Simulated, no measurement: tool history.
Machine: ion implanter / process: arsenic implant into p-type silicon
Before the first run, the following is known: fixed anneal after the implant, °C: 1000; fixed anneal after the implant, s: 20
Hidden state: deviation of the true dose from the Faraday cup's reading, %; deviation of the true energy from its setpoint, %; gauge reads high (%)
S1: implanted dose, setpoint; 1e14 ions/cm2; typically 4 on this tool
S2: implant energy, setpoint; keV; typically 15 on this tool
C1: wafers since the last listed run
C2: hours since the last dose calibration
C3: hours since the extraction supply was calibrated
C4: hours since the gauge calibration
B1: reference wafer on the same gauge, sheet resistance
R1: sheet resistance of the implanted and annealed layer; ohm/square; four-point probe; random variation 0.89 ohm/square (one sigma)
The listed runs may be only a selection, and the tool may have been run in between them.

run	hour	S1	S2	C1	C2	C3	C4	B1	R1
1	0	4	15	0	706.1	5350.4	1982.2	201.89	245.04
# hour 39.8: gauge calibrated
2	65.9	4	15	730	772	5416.3	26.1	202.22	244.13
3	156.2	4	15	1000	862.3	5506.6	116.4	201.82	243.24
4	223.3	4	15	743	929.4	5573.7	183.5	201.84	244.03
5	312	4	15	983	1018.1	5662.4	272.2	202.1	240.98
6	402.3	3.11	15	1000	1108.4	5752.7	362.5	201.76	292.55
7	487.2	3.11	15	941	1193.3	5837.6	447.4	202.2	293.86
8	576.7	4.89	15	992	1282.8	5927.1	536.9	201.66	208.69
9	619	3.35	13.5	468	1325.1	5969.4	579.2	202.14	279.62
10	725	4	15	1174	1431.1	6075.4	685.2	202.32	240.45
# hour 754.3: extraction supply calibrated
11	811.6	4	15	871	1517.7	57.3	771.8	201.85	241.13
12	898.2	3.66	13.5	959	1604.3	143.9	858.4	202.18	258.71
13	944.7	4	15	515	1650.8	190.4	904.9	202.12	239.89
14	997.1	4	19	580	1703.2	242.8	957.3	202.14	233.38
15	1058.1	2.97	15	676	1764.2	303.8	1018.3	202.15	299.8
# hour 1101.5: Faraday cup replaced and dose calibrated
16	1162.2	4	15	1065	60.7	407.9	1122.4	201.92	247.25
17	1257	4	15	1050	155.5	502.7	1217.2	201.88	246.88
18	1362.8	3.41	13	1172	261.3	608.5	1323	201.71	283.42
19	1607.1	4	15	2707	505.6	852.8	1567.3	202	244.5
20	1699.4	3.18	13.5	1023	597.9	945.1	1659.6	202.17	293.61
# hour 1741.8: gauge calibrated
21	1786.5	3.41	13	965	685	1032.2	44.7	202.33	279.69
22	1880.1	4.45	15	1037	778.6	1125.8	138.3	202.16	226.08
23	1925.9	3.05	15	507	824.4	1171.6	184.1	202.08	298.36
24	2011.3	4	15	946	909.8	1257	269.5	201.93	243.69
25	2077.5	4.47	17	733	976	1323.2	335.7	202.03	221.01
26	2126.8	4	15	546	1025.3	1372.5	385	202.06	242.25
27	2202.5	4.39	13.5	839	1101	1448.2	460.7	202.07	229.59
28	2271.7	4.44	19.5	767	1170.2	1517.4	529.9	202.04	215.69

5 ways to go on from here, each from the tool as it stands after run 28. What would each give?
A	2272.1	2.92	15	4	1170.6	1517.8	530.3	?	?
B	2272.1	4.76	11	4	1170.6	1517.8	530.3	?	?
C	2272.1	4.68	12	4	1170.6	1517.8	530.3	?	?
D	2272.1	4.72	18.5	4	1170.6	1517.8	530.3	?	?
E	2272.1	3.09	19.5	4	1170.6	1517.8	530.3	?	?

run	B1	R1
A	202.15	304.44
B	202.15	219.57
C	202.15	220.22
D	202.15	207.95
E	202.15	282.54
With the hidden condition removed and each run's random variation left untouched, the same runs would have given:
run	R1
A	312.66
B	225
C	225.71
D	213.28
E	290.12
